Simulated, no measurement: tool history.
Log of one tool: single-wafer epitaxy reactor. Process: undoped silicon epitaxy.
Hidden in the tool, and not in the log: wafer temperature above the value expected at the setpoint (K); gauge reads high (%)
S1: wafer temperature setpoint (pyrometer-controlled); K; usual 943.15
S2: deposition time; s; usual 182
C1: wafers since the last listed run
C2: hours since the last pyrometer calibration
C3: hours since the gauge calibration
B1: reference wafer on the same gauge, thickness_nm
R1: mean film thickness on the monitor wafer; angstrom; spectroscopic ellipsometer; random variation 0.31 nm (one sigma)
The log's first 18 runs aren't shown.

| run | day | S1 | S2 | C1 | C2 | C3 | B1 | R1 |
|---|---|---|---|---|---|---|---|---|
| 19 | 38.188 | 955.15 | 211 | 557 | 1831.9 | 1711.4 | 61.787 | 770.25 |
| 20 | 41.021 | 943.15 | 192 | 773 | 1899.9 | 1779.4 | 62.052 | 547.63 |
| 21 | 42.512 | 943.15 | 182 | 407 | 1935.7 | 1815.2 | 61.812 | 516.38 |
| 22 | 44.892 | 943.15 | 182 | 649 | 1992.8 | 1872.3 | 61.855 | 518.08 |
| 23 | 47.704 | 943.15 | 182 | 768 | 2060.3 | 1939.8 | 61.827 | 515.93 |
| 24 | 50.233 | 955.15 | 159 | 690 | 2121 | 2000.5 | 61.922 | 576.34 |
| 25 | 52.483 | 943.15 | 182 | 614 | 2175 | 2054.5 | 61.949 | 514.82 |
|  | 52.958 | pyrometer calibrated |
| 26 | 54.767 | 943.15 | 172 | 532 | 43.4 | 2109.3 | 61.71 | 505.54 |
| 27 | 57.583 | 943.15 | 182 | 769 | 111 | 2176.9 | 61.982 | 537.64 |
| 28 | 59.629 | 932.15 | 204 | 558 | 160.1 | 2226 | 61.872 | 467.82 |
| 29 | 62.488 | 943.15 | 182 | 780 | 228.7 | 2294.6 | 61.867 | 527.58 |
|  | 63.496 | gauge calibrated |
| 30 | 64.533 | 943.15 | 196 | 558 | 277.8 | 24.9 | 61.859 | 567.86 |
| 31 | 66.608 | 943.15 | 182 | 566 | 327.6 | 74.7 | 61.708 | 531.41 |
| 32 | 69.058 | 949.15 | 151 | 669 | 386.4 | 133.5 | 61.876 | 497.24 |
| 33 | 71.5 | 943.15 | 213 | 666 | 445 | 192.1 | 62.099 | 617.54 |
| 34 | 74.271 | 932.15 | 212 | 756 | 511.5 | 258.6 | 61.853 | 482.87 |
| 35 | 75.921 | 939.15 | 165 | 450 | 551.1 | 298.2 | 61.963 | 441.49 |
| 36 | 77.362 | 948.15 | 182 | 393 | 585.7 | 332.8 | 61.912 | 585.12 |
| 37 | 79.988 | 943.15 | 182 | 716 | 648.7 | 395.8 | 61.926 | 527.16 |

Forecast each of these 4 alternatives for the next run:
| A | 80.008 | 934.15 | 182 | 5 | 649.2 | 396.3 | ? | ? |
| B | 80.008 | 934.15 | 200 | 5 | 649.2 | 396.3 | ? | ? |
| C | 80.008 | 934.15 | 165 | 5 | 649.2 | 396.3 | ? | ? |
| D | 80.008 | 955.15 | 197 | 5 | 649.2 | 396.3 | ? | ? |

| run | B1 | R1 |
|---|---|---|
| A | 61.901 | 427.4 |
| B | 61.901 | 469.67 |
| C | 61.901 | 387.48 |
| D | 61.901 | 724 |
Without the tool's hidden state the same runs would have given:
| run | R1 |
|---|---|
| A | 441.7 |
| B | 485.39 |
| C | 400.45 |
| D | 747.14 |

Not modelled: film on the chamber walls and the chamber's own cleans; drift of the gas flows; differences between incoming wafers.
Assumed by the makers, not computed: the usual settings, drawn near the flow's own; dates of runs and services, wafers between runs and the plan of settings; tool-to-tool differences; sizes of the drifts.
